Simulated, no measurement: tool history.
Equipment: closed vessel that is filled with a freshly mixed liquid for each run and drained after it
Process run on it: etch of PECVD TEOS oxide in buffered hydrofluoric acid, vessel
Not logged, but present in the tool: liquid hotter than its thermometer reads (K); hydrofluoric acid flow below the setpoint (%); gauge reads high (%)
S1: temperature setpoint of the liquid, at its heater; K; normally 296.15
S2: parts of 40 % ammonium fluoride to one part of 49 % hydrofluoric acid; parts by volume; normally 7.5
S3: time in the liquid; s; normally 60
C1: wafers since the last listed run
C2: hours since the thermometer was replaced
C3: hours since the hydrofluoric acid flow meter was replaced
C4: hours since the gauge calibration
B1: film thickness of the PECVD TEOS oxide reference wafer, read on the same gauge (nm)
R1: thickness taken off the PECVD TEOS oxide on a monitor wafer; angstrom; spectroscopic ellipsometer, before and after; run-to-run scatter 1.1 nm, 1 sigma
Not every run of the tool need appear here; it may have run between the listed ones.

run   hour      S1   S2  S3    C1      C2      C3     C4      B1      R1
  1      0  296.15  7.5  60     0   951.3   898.1   60.2   99.97  1691.2
  2      8  296.15  7.5  60   661   959.3   906.1   68.2  100.02  1680.1
  3   16.6  296.15  7.5  60   710   967.9   914.7   76.8  100.03  1702.9
  4   27.9  299.15  7.5  60   933   979.2     926   88.1  100.03  1976.1
  5   37.7  299.15  7.5  60   809     989   935.8   97.9   99.99  1977.2
  6   48.2  299.15  7.5  60   867   999.5   946.3  108.4  100.05  2021.3
  7   63.8  296.15  7.5  60  1289  1015.1   961.9    124   99.99  1684.6
     101.2  -- gauge calibrated
     101.5  -- thermometer replaced
  8  112.9  296.15  7.5  60  3974    11.4    1011   11.7     100  1516.4
  9  121.3  296.15  7.5  60   694    19.8  1019.4   20.1  100.04  1543.7
 10  129.8  296.15  7.5  60   702    28.3  1027.9   28.6  100.03  1528.2
 11  170.1  300.65  7.5  45  3330    68.6  1068.2   68.9  100.03  1461.8
 12  179.3  294.15    5  70   760    77.8  1077.4   78.1   99.98  2289.5
 13  188.5  300.65    5  70   760      87  1086.6   87.3  100.02  3217.7
     195.5  -- hydrofluoric acid flow meter replaced
 14  197.4  296.15  7.5  60   652    95.9     1.9   96.2   99.97    1530
 15  215.1  298.65  8.5  60  1462   113.6    19.6  113.9     100  1531.6
 16  223.3  296.15  7.5  60   677   121.8    27.8  122.1   99.98    1544
 17    241  297.65    5  30  1462   139.5    45.5  139.8  100.01  1208.7
 18  258.5  296.15  7.5  30  1446     157      63  157.3     100   770.7
 19  271.6  297.65  7.5  60  1082   170.1    76.1  170.4  100.01  1673.2
 20  278.3  300.65    5  60   553   176.8    82.8  177.1  100.01  2849.3

List, for all runs, the conditions of the tool that the log does not record:
hydrofluoric acid flow below the setpoint (%): 0 in every run
gauge reads high (%): 0 in every run
H1: liquid hotter than its thermometer reads (K)
run     H1
  1   2.37
  2   2.39
  3   2.41
  4   2.44
  5   2.46
  6   2.49
  7   2.53
  8  0.364
  9  0.384
 10  0.404
 11  0.501
 12  0.523
 13  0.545
 14  0.566
 15  0.608
 16  0.628
 17   0.67
 18  0.712
 19  0.744
 20   0.76

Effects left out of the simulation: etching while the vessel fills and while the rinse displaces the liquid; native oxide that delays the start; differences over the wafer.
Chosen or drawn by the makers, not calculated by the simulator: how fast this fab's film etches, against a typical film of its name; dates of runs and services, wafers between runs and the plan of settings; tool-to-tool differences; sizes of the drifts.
